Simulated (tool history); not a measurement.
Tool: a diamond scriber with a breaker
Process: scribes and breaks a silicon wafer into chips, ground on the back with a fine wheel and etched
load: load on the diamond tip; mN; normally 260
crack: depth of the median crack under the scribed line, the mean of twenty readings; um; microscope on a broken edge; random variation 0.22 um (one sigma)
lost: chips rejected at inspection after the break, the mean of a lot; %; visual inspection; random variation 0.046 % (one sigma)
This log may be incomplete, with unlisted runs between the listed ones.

run,day,load,wafers since the last listed run,hours since the diamond tip was replaced,hours since the load on the tip was calibrated,"incoming depth of the damage left on the back of the incoming wafer, um",crack,lost
1,0,205,0,307.4,581.3,0.42,9.29,5.25
2,2.196,205,110,360.1,634,0.48,9.18,5.33
# day 3.504: diamond tip replaced by a new one
3,4.079,260,90,13.8,679.2,0.47,11.21,0.64
4,5.983,260,95,59.5,724.9,0.72,11.05,0.72
5,8.025,260,102,108.5,773.9,0.73,11.51,0.67
6,9.125,241,55,134.9,800.3,0.56,10.85,0.97
7,11.729,241,130,197.4,862.8,0.65,10.65,1.07
8,13.317,241,79,235.5,900.9,0.59,10.86,1.18
9,15.625,260,115,290.9,956.3,0.61,11.33,0.72
10,16.633,260,50,315.1,980.5,0.46,11.41,0.63
11,20.446,225,191,406.6,1072,0.58,10.48,2.45
# day 20.7: diamond tip replaced by a new one
12,21.462,260,46,18.3,1096.4,0.3,11.12,0.6
13,22.958,235,75,54.2,1132.3,0.7,10.46,1.4
14,25.125,235,108,106.2,1184.3,0.36,10.53,1.51
15,27.396,235,113,160.7,1238.8,0.66,10.27,1.34
16,28.775,286,69,193.8,1271.9,0.35,12.71,1.42
17,31.275,286,125,253.8,1331.9,0.48,12.4,1.26
18,32.375,260,55,280.2,1358.3,0.33,11.6,0.67
# day 32.783: load on the tip recalibrated
# day 34.95: diamond tip replaced by a new one
19,34.971,260,121,0.5,52.5,0.45,11.25,0.72
20,37.058,260,104,50.6,102.6,0.46,11.3,0.67
21,39.262,260,110,103.5,155.5,0.46,11.77,0.65
22,40.888,219,81,142.5,194.5,0.7,9.92,2.82
23,43.525,229,132,205.8,257.8,0.78,10.13,1.58
24,49.788,260,314,356.1,408.1,0.46,11.37,0.66
# day 51.362: diamond tip replaced by a new one
25,51.967,189,105,14.5,460.4,0.45,8.7,8.31
26,53.592,221,81,53.5,499.4,0.68,9.7,2.39
27,54.946,230,67,86,531.9,0.71,10.43,2.1
28,57.696,239,137,152,597.9,0.52,11.13,1.28
29,60.025,198,116,207.9,653.8,0.3,8.77,6.21
30,61.375,239,67,240.3,686.2,0.45,10.65,1.18
31,64.308,305,147,310.7,756.6,0.44,13.16,2.23
32,65.858,337,77,347.9,793.8,0.44,14.46,5.74
# day 67.6: diamond tip replaced by a new one
33,67.717,260,89,2.8,838.4,0.47,11.48,0.66
34,68.862,328,57,30.3,865.9,0.34,14.09,4.01
35,70.733,260,93,75.2,910.8,0.51,11.47,0.63
36,72.296,194,78,112.7,948.3,0.61,8.8,6.78
37,74.679,336,119,169.9,1005.5,0.45,14.29,5.07
38,76.808,284,106,221,1056.6,0.65,12.09,1.29
39,78.662,194,92,265.5,1101.1,0.47,8.92,7.61
40,79.721,260,53,290.9,1126.5,0.48,11.59,0.59

Hidden condition of the tool, last listed run before each entry between runs versus first listed run after:
From run 2 to run 3: diamond tip replaced by a new one (day 3.504)
  both runs share identical hidden conditions
From run 11 to run 12: diamond tip replaced by a new one (day 20.7)
  both runs share identical hidden conditions
From run 18 to run 19: load on the tip recalibrated (day 32.783); diamond tip replaced by a new one (day 34.95)
  both runs share identical hidden conditions
From run 24 to run 25: diamond tip replaced by a new one (day 51.362)
  both runs share identical hidden conditions
From run 32 to run 33: diamond tip replaced by a new one (day 67.6)
  both runs share identical hidden conditions

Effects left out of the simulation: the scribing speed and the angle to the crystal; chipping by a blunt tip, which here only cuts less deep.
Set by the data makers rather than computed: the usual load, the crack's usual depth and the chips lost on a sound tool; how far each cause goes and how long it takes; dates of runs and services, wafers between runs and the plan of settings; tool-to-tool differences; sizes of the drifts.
